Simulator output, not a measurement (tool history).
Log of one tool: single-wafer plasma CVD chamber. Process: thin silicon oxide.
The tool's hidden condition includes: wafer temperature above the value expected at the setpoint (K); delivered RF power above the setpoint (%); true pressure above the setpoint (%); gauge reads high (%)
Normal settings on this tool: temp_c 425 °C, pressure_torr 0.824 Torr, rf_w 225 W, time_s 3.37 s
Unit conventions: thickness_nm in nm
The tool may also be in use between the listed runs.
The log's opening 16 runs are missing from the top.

run   hour  temp_c  pressure_torr  rf_w  time_s  wafers since the last listed run  hours since the last thermocouple change  hours since the last RF generator calibration  hours since the last manometer calibration  hours since the showerhead was replaced  hours since the gauge calibration  read-back reference wafer on the same gauge, thickness_nm  thickness_nm
 17  236.3     425          0.824   225    3.06                               146                                    1442.4                                         1431.1                                       110.2                                     30.4                              125.0                                                      5.612         4.462
     256.1  -- thermocouple changed; heater temperature recalibrated
 18  256.6     411          0.739   225    3.37                               295                                       0.5                                         1451.4                                       130.5                                     50.7                              145.3                                                      5.616         4.410
 19  260.4     421          1.022   225    3.37                                91                                       4.3                                         1455.2                                       134.3                                     54.5                              149.1                                                      5.619         5.858
     274.7  -- RF generator calibrated
 20  275.2     425          0.824   225    2.75                               163                                      19.1                                            0.5                                       149.1                                     69.3                              163.9                                                      5.610         4.183
 21  282.1     425          0.931   265    3.37                               165                                      26.0                                            7.4                                       156.0                                     76.2                              170.8                                                      5.612         6.220
 22  291.6     425          0.824   225    3.37                               227                                      35.5                                           16.9                                       165.5                                     85.7                              180.3                                                      5.602         5.109
 23  299.4     425          0.824   205    3.37                               187                                      43.3                                           24.7                                       173.3                                     93.5                              188.1                                                      5.608         4.818
 24  315.4     429          0.824   195    3.37                               383                                      59.3                                           40.7                                       189.3                                    109.5                              204.1                                                      5.609         4.681
 25  328.8     425          0.824   225    3.37                               321                                      72.7                                           54.1                                       202.7                                    122.9                              217.5                                                      5.601         5.059
 26  341.7     425          0.934   225    3.74                               309                                      85.6                                           67.0                                       215.6                                    135.8                              230.4                                                      5.614         6.334
 27  352.1     411          0.739   225    3.37                               249                                      96.0                                           77.4                                       226.0                                    146.2                              240.8                                                      5.612         4.596
 28  363.1     425          0.824   210    3.88                               263                                     107.0                                           88.4                                       237.0                                    157.2                              251.8                                                      5.608         5.633
 29  378.3     439          0.824   225    3.37                               364                                     122.2                                          103.6                                       252.2                                    172.4                              267.0                                                      5.617         5.059
 30  386.2     435          0.934   270    3.06                               189                                     130.1                                          111.5                                       260.1                                    180.3                              274.9                                                      5.612         5.626

Branching from run 30: 3 alternative next runs. What would each branch give?
  A  386.6     425          0.824   255    3.37                                 9                                     130.5                                          111.9                                       260.5                                    180.7                              275.3                                                          ?             ?
  B  386.6     425          0.980   200    2.92                                 9                                     130.5                                          111.9                                       260.5                                    180.7                              275.3                                                          ?             ?
  C  386.6     412          1.009   185    3.63                                 9                                     130.5                                          111.9                                       260.5                                    180.7                              275.3                                                          ?             ?

run  read-back reference wafer on the same gauge, thickness_nm  thickness_nm
  A                                                      5.610         5.416
  B                                                      5.610         4.794
  C                                                      5.610         5.864
Take away the tool's hidden state, keep each run's random variation, and the runs would have read:
run  thickness_nm
  A         5.445
  B         4.823
  C         5.900
